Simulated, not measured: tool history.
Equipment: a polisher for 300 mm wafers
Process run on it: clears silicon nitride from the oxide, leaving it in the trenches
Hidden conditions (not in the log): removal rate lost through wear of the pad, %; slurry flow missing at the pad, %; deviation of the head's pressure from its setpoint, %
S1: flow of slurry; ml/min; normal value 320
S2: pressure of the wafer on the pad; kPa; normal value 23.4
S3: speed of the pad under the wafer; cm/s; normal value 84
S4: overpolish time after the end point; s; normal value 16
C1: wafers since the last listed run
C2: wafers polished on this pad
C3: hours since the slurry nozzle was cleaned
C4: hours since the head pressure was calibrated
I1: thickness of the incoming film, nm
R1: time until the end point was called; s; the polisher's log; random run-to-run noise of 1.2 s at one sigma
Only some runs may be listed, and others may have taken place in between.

run 1 hour=0 | S1=320 S2=23.4 S3=84 S4=23 | C1=0 C2=193 C3=382 C4=392.3 | I1=66.1 | R1=67.5
run 2 hour=121.5 | S1=320 S2=23.4 S3=84 S4=23 | C1=1021 C2=1215 C3=503.5 C4=513.8 | I1=65.1 | R1=71.6
-- hour=136.1 worn pad replaced by a new one
run 3 hour=264.5 | S1=320 S2=23.4 S3=84 S4=23 | C1=1168 C2=1079 C3=646.5 C4=656.8 | I1=66.2 | R1=69.5
-- hour=306.6 worn pad replaced by a new one
run 4 hour=307.1 | S1=320 S2=23.4 S3=84 S4=16 | C1=324 C2=4 C3=689.1 C4=699.4 | I1=63.9 | R1=61.5
-- hour=348.6 slurry nozzle cleaned
run 5 hour=357 | S1=320 S2=23.4 S3=84 S4=16 | C1=411 C2=415 C3=8.4 C4=749.3 | I1=65.2 | R1=63.9
run 6 hour=381.5 | S1=320 S2=23.4 S3=84 S4=16 | C1=205 C2=621 C3=32.9 C4=773.8 | I1=65.2 | R1=63.7
-- hour=407.6 head pressure recalibrated
run 7 hour=445.8 | S1=320 S2=23.4 S3=84 S4=16 | C1=523 C2=1144 C3=97.2 C4=38.2 | I1=65 | R1=74
-- hour=477.9 worn pad replaced by a new one
run 8 hour=497.6 | S1=405 S2=23.4 S3=72 S4=13 | C1=401 C2=165 C3=149 C4=90 | I1=65 | R1=74
run 9 hour=550.3 | S1=275 S2=23.4 S3=70 S4=25 | C1=443 C2=608 C3=201.7 C4=142.7 | I1=65.4 | R1=87.6
run 10 hour=581.8 | S1=320 S2=23.4 S3=84 S4=16 | C1=264 C2=873 C3=233.2 C4=174.2 | I1=63.9 | R1=71.9
-- hour=627.7 worn pad replaced by a new one
run 11 hour=633.3 | S1=320 S2=23.4 S3=84 S4=16 | C1=399 C2=47 C3=284.7 C4=225.7 | I1=65.6 | R1=64.9
run 12 hour=690.3 | S1=430 S2=23.4 S3=84 S4=16 | C1=479 C2=526 C3=341.7 C4=282.7 | I1=64.9 | R1=68.7
run 13 hour=757.9 | S1=260 S2=31.7 S3=92 S4=10 | C1=568 C2=1094 C3=409.3 C4=350.3 | I1=64.1 | R1=48.9
-- hour=799.8 worn pad replaced by a new one
run 14 hour=827.1 | S1=320 S2=23.4 S3=112 S4=16 | C1=548 C2=229 C3=478.5 C4=419.5 | I1=64.6 | R1=47.5
run 15 hour=879.4 | S1=215 S2=25.5 S3=66 S4=22 | C1=439 C2=668 C3=530.8 C4=471.8 | I1=64.9 | R1=85.5

Hidden state, per run?
slurry flow missing at the pad, %: 0 across all the runs
H1: removal rate lost through wear of the pad, %
H2: deviation of the head's pressure from its setpoint, %
run=1 H1=5.33 H2=0.728
run=2 H1=12.8 H2=2.8
run=3 H1=11.6 H2=5.94
run=4 H1=0.604 H2=7.03
run=5 H1=7.78 H2=8.39
run=6 H1=9.61 H2=9.09
run=7 H1=12 H2=-0.596
run=8 H1=5.41 H2=-0.471
run=9 H1=10.8 H2=-0.241
run=10 H1=12.3 H2=-0.053
run=11 H1=1.66 H2=0.334
run=12 H1=8.8 H2=0.879
run=13 H1=11.8 H2=1.68
run=14 H1=5.16 H2=2.68
run=15 H1=9.84 H2=3.56

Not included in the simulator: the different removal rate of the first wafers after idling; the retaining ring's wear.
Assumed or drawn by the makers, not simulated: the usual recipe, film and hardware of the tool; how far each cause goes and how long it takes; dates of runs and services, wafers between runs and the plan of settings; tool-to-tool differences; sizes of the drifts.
